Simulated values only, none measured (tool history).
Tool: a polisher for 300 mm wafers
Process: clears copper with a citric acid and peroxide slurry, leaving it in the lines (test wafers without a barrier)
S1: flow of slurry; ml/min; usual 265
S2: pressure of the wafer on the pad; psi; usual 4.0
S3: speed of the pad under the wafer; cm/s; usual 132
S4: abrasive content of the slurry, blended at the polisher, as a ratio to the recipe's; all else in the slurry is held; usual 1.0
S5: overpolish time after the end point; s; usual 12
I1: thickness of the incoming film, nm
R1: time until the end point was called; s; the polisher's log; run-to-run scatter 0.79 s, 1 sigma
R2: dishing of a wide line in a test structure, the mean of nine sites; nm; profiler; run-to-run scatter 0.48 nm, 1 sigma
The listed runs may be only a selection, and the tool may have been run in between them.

{"run": 1, "hour": 0.0, "S1": 265, "S2": 4.0, "S3": 132, "S4": 1.0, "S5": 15, "I1": 335.3, "R1": 77.3, "R2": 44.4}
{"run": 2, "hour": 9.9, "S1": 265, "S2": 4.0, "S3": 132, "S4": 1.0, "S5": 15, "I1": 337.7, "R1": 80.2, "R2": 44.1}
{"run": 3, "hour": 26.8, "S1": 265, "S2": 4.0, "S3": 132, "S4": 1.0, "S5": 12, "I1": 335.0, "R1": 79.9, "R2": 36.1}
{"hour": 32.5, "done": "head pressure recalibrated"}
{"run": 4, "hour": 41.8, "S1": 265, "S2": 4.0, "S3": 132, "S4": 1.0, "S5": 12, "I1": 332.1, "R1": 74.5, "R2": 38.0}
{"hour": 47.1, "done": "worn pad replaced by a new one"}
{"run": 5, "hour": 54.3, "S1": 265, "S2": 3.2, "S3": 132, "S4": 1.0, "S5": 12, "I1": 337.1, "R1": 83.0, "R2": 35.2}
{"run": 6, "hour": 63.3, "S1": 265, "S2": 3.2, "S3": 132, "S4": 1.0, "S5": 12, "I1": 336.4, "R1": 84.2, "R2": 35.9}
{"run": 7, "hour": 73.4, "S1": 265, "S2": 3.2, "S3": 132, "S4": 1.0, "S5": 12, "I1": 333.0, "R1": 81.6, "R2": 34.9}
{"run": 8, "hour": 89.5, "S1": 265, "S2": 4.0, "S3": 132, "S4": 1.0, "S5": 7, "I1": 334.6, "R1": 74.0, "R2": 24.3}
{"run": 9, "hour": 96.4, "S1": 265, "S2": 4.0, "S3": 132, "S4": 1.0, "S5": 12, "I1": 335.0, "R1": 73.2, "R2": 38.8}
{"run": 10, "hour": 128.0, "S1": 265, "S2": 3.0, "S3": 132, "S4": 1.0, "S5": 9, "I1": 335.9, "R1": 88.1, "R2": 25.8}
{"run": 11, "hour": 134.9, "S1": 265, "S2": 3.2, "S3": 132, "S4": 1.0, "S5": 12, "I1": 335.6, "R1": 85.6, "R2": 33.6}
{"hour": 149.1, "done": "worn pad replaced by a new one"}
{"run": 12, "hour": 149.6, "S1": 265, "S2": 4.0, "S3": 166, "S4": 1.2, "S5": 12, "I1": 329.1, "R1": 58.2, "R2": 47.8}
{"run": 13, "hour": 159.4, "S1": 265, "S2": 4.0, "S3": 132, "S4": 1.2, "S5": 12, "I1": 333.0, "R1": 68.0, "R2": 41.1}
{"run": 14, "hour": 175.4, "S1": 265, "S2": 3.5, "S3": 132, "S4": 1.2, "S5": 12, "I1": 335.4, "R1": 74.7, "R2": 38.0}
{"hour": 181.2, "done": "slurry nozzle cleaned"}
{"run": 15, "hour": 187.7, "S1": 290, "S2": 4.0, "S3": 172, "S4": 1.0, "S5": 7, "I1": 336.4, "R1": 61.3, "R2": 28.9}
{"run": 16, "hour": 199.5, "S1": 170, "S2": 3.2, "S3": 132, "S4": 0.9, "S5": 15, "I1": 331.9, "R1": 93.2, "R2": 39.2}
{"hour": 202.0, "done": "slurry blender recalibrated"}
{"run": 17, "hour": 212.1, "S1": 265, "S2": 4.0, "S3": 132, "S4": 1.0, "S5": 12, "I1": 340.3, "R1": 75.7, "R2": 38.9}
{"run": 18, "hour": 238.9, "S1": 265, "S2": 4.0, "S3": 132, "S4": 0.8, "S5": 12, "I1": 330.6, "R1": 80.6, "R2": 36.4}
{"run": 19, "hour": 254.9, "S1": 265, "S2": 4.0, "S3": 160, "S4": 1.0, "S5": 19, "I1": 329.9, "R1": 66.0, "R2": 60.7}

Run 20 comes next. What will it give?
{"run": 20, "hour": 263.6, "S1": 265, "S2": 4.0, "S3": 132, "S4": 1.0, "S5": 12, "I1": 334.5, "R1": "?", "R2": "?"}

R1: 76.1 s
R2: 38.1 nm
On a tool with no hidden condition, and with the same random variation, this run would have come out at R1 69.8 s, R2 41.1 nm.

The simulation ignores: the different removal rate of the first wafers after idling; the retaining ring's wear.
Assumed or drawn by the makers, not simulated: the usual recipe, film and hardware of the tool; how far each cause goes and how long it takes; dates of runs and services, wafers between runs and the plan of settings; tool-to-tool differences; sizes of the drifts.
